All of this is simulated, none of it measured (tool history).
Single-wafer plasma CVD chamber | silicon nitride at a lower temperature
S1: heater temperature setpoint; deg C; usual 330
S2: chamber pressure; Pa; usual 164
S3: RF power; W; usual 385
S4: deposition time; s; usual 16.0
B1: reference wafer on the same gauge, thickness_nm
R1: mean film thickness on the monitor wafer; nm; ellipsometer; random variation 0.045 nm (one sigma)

run	hour	S1	S2	S3	S4	B1	R1
1	0.0	334	164	385	16.0	22.993	20.434
2	12.1	334	164	385	16.0	22.999	20.507
3	32.9	330	164	385	16.0	22.998	20.479
# hour 52.6: capacitance manometer re-zeroed and calibrated
4	59.9	330	164	385	17.9	22.999	22.433
# hour 89.6: RF generator calibrated
5	94.6	330	164	360	16.0	23.003	20.277
# hour 117.0: thermocouple changed; heater temperature recalibrated
6	117.5	330	164	360	16.0	22.986	20.316
# hour 132.8: gauge calibrated
7	143.2	330	164	360	16.0	22.999	20.270
8	169.7	335	164	355	14.2	22.985	17.817
# hour 214.8: showerhead replaced
9	275.9	330	144	385	16.0	23.012	20.013
10	295.9	330	164	385	16.0	23.009	20.854
11	318.7	330	164	385	16.0	23.001	20.829
12	333.0	330	164	385	14.2	23.005	18.444
13	355.7	330	184	385	16.0	23.004	21.512
14	374.8	343	193	360	18.2	22.995	23.922
15	389.2	330	144	325	16.0	22.991	18.332
16	416.3	316	164	310	16.0	23.004	18.754
17	447.8	330	164	385	16.0	23.005	20.734
18	464.5	330	164	385	16.0	22.989	20.750
19	487.1	330	199	385	16.0	23.009	22.060
20	518.2	330	164	385	16.0	22.996	20.705
21	552.5	315	185	385	16.0	22.992	21.572
22	581.8	330	164	385	16.0	23.007	20.718
23	610.1	330	164	385	16.0	23.000	20.634
24	641.0	324	164	440	16.0	22.991	22.151
25	658.9	340	125	410	18.5	23.004	22.650
26	677.2	330	131	385	18.5	22.995	22.322
27	692.0	330	164	385	16.0	22.998	20.696
28	711.5	330	152	430	13.2	23.009	17.651
29	734.9	330	164	385	16.0	23.007	20.668

4 ways to go on from here, each from the tool as it stands after run 29. What would each give?
A	735.3	330	164	385	16.0	?	?
B	735.3	340	164	385	13.0	?	?
C	735.3	318	197	405	15.2	?	?
D	735.3	330	164	385	12.8	?	?

run	B1	R1
A	23.009	20.744
B	23.009	16.799
C	23.009	21.444
D	23.009	16.602
Without the tool's hidden state the same runs would have given:
run	R1
A	20.996
B	17.004
C	21.695
D	16.805
